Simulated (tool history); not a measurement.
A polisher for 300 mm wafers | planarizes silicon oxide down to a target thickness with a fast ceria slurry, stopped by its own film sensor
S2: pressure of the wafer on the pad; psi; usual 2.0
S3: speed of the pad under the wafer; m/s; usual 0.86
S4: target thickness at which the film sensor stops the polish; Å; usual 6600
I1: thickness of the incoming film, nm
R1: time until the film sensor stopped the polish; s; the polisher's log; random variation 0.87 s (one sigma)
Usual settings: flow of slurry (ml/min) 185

run 1 hour=0.0 | flow_of_slurry_(ml/min)=140 S2=2.0 S3=0.86 S4=6600 | I1=1314.1 | R1=62.2
run 2 hour=60.9 | flow_of_slurry_(ml/min)=185 S2=2.0 S3=0.86 S4=6600 | I1=1313.1 | R1=60.6
run 3 hour=91.7 | flow_of_slurry_(ml/min)=140 S2=2.4 S3=0.86 S4=6600 | I1=1300.1 | R1=54.5
-- hour=103.0 slurry nozzle cleaned
run 4 hour=129.2 | flow_of_slurry_(ml/min)=230 S2=2.0 S3=0.86 S4=6600 | I1=1306.5 | R1=60.0
run 5 hour=169.8 | flow_of_slurry_(ml/min)=230 S2=2.0 S3=0.86 S4=6600 | I1=1299.5 | R1=59.0
run 6 hour=215.3 | flow_of_slurry_(ml/min)=230 S2=2.0 S3=0.86 S4=6600 | I1=1292.8 | R1=60.7
-- hour=242.5 worn pad replaced by a new one
run 7 hour=257.5 | flow_of_slurry_(ml/min)=200 S2=2.0 S3=0.86 S4=6600 | I1=1316.2 | R1=64.3
run 8 hour=294.4 | flow_of_slurry_(ml/min)=185 S2=2.0 S3=0.86 S4=6600 | I1=1317.6 | R1=64.9
run 9 hour=329.5 | flow_of_slurry_(ml/min)=185 S2=2.0 S3=0.86 S4=8050 | I1=1324.7 | R1=52.0
run 10 hour=354.5 | flow_of_slurry_(ml/min)=185 S2=2.0 S3=0.86 S4=6600 | I1=1304.6 | R1=64.4
-- hour=384.5 slurry nozzle cleaned, repeated, since the last time left the tool worse
run 11 hour=411.8 | flow_of_slurry_(ml/min)=185 S2=2.0 S3=0.86 S4=7470 | I1=1319.2 | R1=52.0
run 12 hour=465.0 | flow_of_slurry_(ml/min)=185 S2=2.0 S3=0.86 S4=7470 | I1=1306.9 | R1=50.5
run 13 hour=498.1 | flow_of_slurry_(ml/min)=185 S2=2.0 S3=0.86 S4=7470 | I1=1305.3 | R1=49.6
run 14 hour=538.5 | flow_of_slurry_(ml/min)=220 S2=2.0 S3=0.86 S4=6600 | I1=1318.2 | R1=56.7
run 15 hour=579.2 | flow_of_slurry_(ml/min)=185 S2=2.0 S3=0.86 S4=6600 | I1=1293.6 | R1=57.2
-- hour=636.3 worn pad replaced by a new one
run 16 hour=644.1 | flow_of_slurry_(ml/min)=185 S2=2.0 S3=0.98 S4=6600 | I1=1303.9 | R1=51.3
run 17 hour=675.7 | flow_of_slurry_(ml/min)=185 S2=2.2 S3=0.86 S4=6600 | I1=1334.7 | R1=58.7
run 18 hour=723.7 | flow_of_slurry_(ml/min)=185 S2=2.0 S3=0.86 S4=6600 | I1=1299.0 | R1=58.2
run 19 hour=759.4 | flow_of_slurry_(ml/min)=185 S2=2.0 S3=0.86 S4=6600 | I1=1307.1 | R1=58.7
run 20 hour=814.2 | flow_of_slurry_(ml/min)=185 S2=2.0 S3=0.86 S4=6600 | I1=1321.7 | R1=61.5
-- hour=854.6 slurry nozzle cleaned
run 21 hour=855.1 | flow_of_slurry_(ml/min)=185 S2=2.0 S3=0.86 S4=8640 | I1=1300.7 | R1=38.6
run 22 hour=898.5 | flow_of_slurry_(ml/min)=160 S2=1.4 S3=0.86 S4=5680 | I1=1323.1 | R1=88.1
run 23 hour=952.2 | flow_of_slurry_(ml/min)=185 S2=1.7 S3=0.76 S4=6600 | I1=1293.5 | R1=70.3
-- hour=962.5 head pressure recalibrated
run 24 hour=1007.7 | flow_of_slurry_(ml/min)=185 S2=2.0 S3=0.86 S4=6600 | I1=1297.4 | R1=56.7
run 25 hour=1032.9 | flow_of_slurry_(ml/min)=185 S2=1.7 S3=0.86 S4=8690 | I1=1319.8 | R1=45.4
run 26 hour=1066.3 | flow_of_slurry_(ml/min)=185 S2=2.0 S3=0.86 S4=6600 | I1=1325.7 | R1=60.0
run 27 hour=1112.0 | flow_of_slurry_(ml/min)=185 S2=1.6 S3=0.86 S4=8310 | I1=1325.7 | R1=50.8
-- hour=1116.2 worn pad replaced by a new one
run 28 hour=1146.6 | flow_of_slurry_(ml/min)=150 S2=2.0 S3=1.00 S4=6600 | I1=1300.9 | R1=51.5
run 29 hour=1206.2 | flow_of_slurry_(ml/min)=185 S2=2.0 S3=0.86 S4=8260 | I1=1313.3 | R1=45.0
run 30 hour=1271.6 | flow_of_slurry_(ml/min)=185 S2=1.6 S3=0.86 S4=6600 | I1=1312.4 | R1=70.4
-- hour=1288.4 slurry nozzle cleaned
run 31 hour=1328.7 | flow_of_slurry_(ml/min)=185 S2=1.5 S3=1.04 S4=6600 | I1=1300.4 | R1=58.2
run 32 hour=1364.7 | flow_of_slurry_(ml/min)=185 S2=2.5 S3=0.86 S4=6600 | I1=1319.2 | R1=49.1
run 33 hour=1393.2 | flow_of_slurry_(ml/min)=185 S2=2.0 S3=0.86 S4=6600 | I1=1292.8 | R1=55.7
run 34 hour=1418.8 | flow_of_slurry_(ml/min)=185 S2=1.3 S3=0.86 S4=6600 | I1=1298.4 | R1=75.7
-- hour=1564.8 worn pad replaced by a new one
run 35 hour=1595.7 | flow_of_slurry_(ml/min)=245 S2=2.0 S3=1.14 S4=8060 | I1=1282.0 | R1=31.0
run 36 hour=1634.8 | flow_of_slurry_(ml/min)=185 S2=1.4 S3=0.86 S4=6600 | I1=1320.6 | R1=74.2
run 37 hour=1697.4 | flow_of_slurry_(ml/min)=215 S2=2.0 S3=0.86 S4=7260 | I1=1316.4 | R1=52.2
run 38 hour=1733.3 | flow_of_slurry_(ml/min)=185 S2=2.0 S3=0.86 S4=6600 | I1=1331.6 | R1=61.2

The tool's hidden state at each run:
removal rate lost through wear of the pad, %: 0 in every run
deviation of the head's pressure from its setpoint, %: 0 in every run
H1: slurry flow missing at the pad, %
run=1 H1=15
run=2 H1=18.2
run=3 H1=19.8
run=4 H1=39.2
run=5 H1=41.3
run=6 H1=43.7
run=7 H1=45.9
run=8 H1=47.9
run=9 H1=49.7
run=10 H1=51.1
run=11 H1=3
run=12 H1=5.8
run=13 H1=7.55
run=14 H1=9.68
run=15 H1=11.8
run=16 H1=15.2
run=17 H1=16.9
run=18 H1=19.4
run=19 H1=21.3
run=20 H1=24.2
run=21 H1=1.53
run=22 H1=3.81
run=23 H1=6.64
run=24 H1=9.57
run=25 H1=10.9
run=26 H1=12.7
run=27 H1=15.1
run=28 H1=16.9
run=29 H1=20
run=30 H1=23.5
run=31 H1=2.49
run=32 H1=4.38
run=33 H1=5.89
run=34 H1=7.23
run=35 H1=16.6
run=36 H1=18.6
run=37 H1=21.9
run=38 H1=23.8
